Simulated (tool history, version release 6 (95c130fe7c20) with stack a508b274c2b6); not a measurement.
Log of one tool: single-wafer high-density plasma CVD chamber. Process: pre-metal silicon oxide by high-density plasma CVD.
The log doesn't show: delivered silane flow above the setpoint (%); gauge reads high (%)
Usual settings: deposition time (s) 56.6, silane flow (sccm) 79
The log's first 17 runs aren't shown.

run	hour	deposition time (s)	silane flow (sccm)	wafers since the last listed run	hours since the silane flow controller was replaced	hours since the gauge calibration	read-back reference wafer on the same gauge, thickness_nm	mean film thickness on the monitor wafer (Å)
18	207.1	56.6	72	92	2097.2	264.2	518.909	4231.68
# hour 218.7: gauge calibrated
19	224.9	52.0	74	256	2115.0	6.2	519.060	3967.64
20	233.9	62.3	91	129	2124.0	15.2	519.091	5588.49
21	240.2	65.5	66	90	2130.3	21.5	519.128	4594.88
# hour 252.5: silane flow controller replaced
22	254.8	63.3	70	95	2.3	36.1	519.107	4459.55
23	264.2	52.0	74	135	11.7	45.5	518.868	3807.86
24	279.5	56.6	84	220	27.0	60.8	518.756	4579.79
25	313.6	51.3	88	491	61.1	94.9	518.911	4307.88
26	326.6	47.3	66	187	74.1	107.9	518.879	3171.87
27	337.1	61.7	79	151	84.6	118.4	518.990	4765.33
28	352.3	53.5	93	219	99.8	133.6	518.996	4720.51
29	360.7	47.0	66	121	108.2	142.0	518.986	3161.51
30	372.9	47.3	86	175	120.4	154.2	518.884	3913.82
31	384.3	61.2	83	164	131.8	165.6	519.102	4922.58
32	398.2	48.4	87	200	145.7	179.5	519.244	4040.98
33	406.5	56.6	79	119	154.0	187.8	519.027	4378.43
34	417.7	51.7	87	161	165.2	199.0	519.010	4307.22
35	434.9	56.6	79	248	182.4	216.2	519.133	4370.82

Forecast each of these 4 alternatives for the next run:
A	435.3	64.7	79	5	182.8	216.6	?	?
B	435.3	50.9	86	5	182.8	216.6	?	?
C	435.3	56.6	73	5	182.8	216.6	?	?
D	435.3	50.4	67	5	182.8	216.6	?	?

run	read-back reference wafer on the same gauge, thickness_nm	mean film thickness on the monitor wafer (Å)
A	519.109	5017.29
B	519.109	4218.88
C	519.109	4130.16
D	519.109	3447.11
Without the tool's hidden state the same runs would have given:
run	mean film thickness on the monitor wafer (Å)
A	4994.58
B	4199.78
C	4111.46
D	3431.50
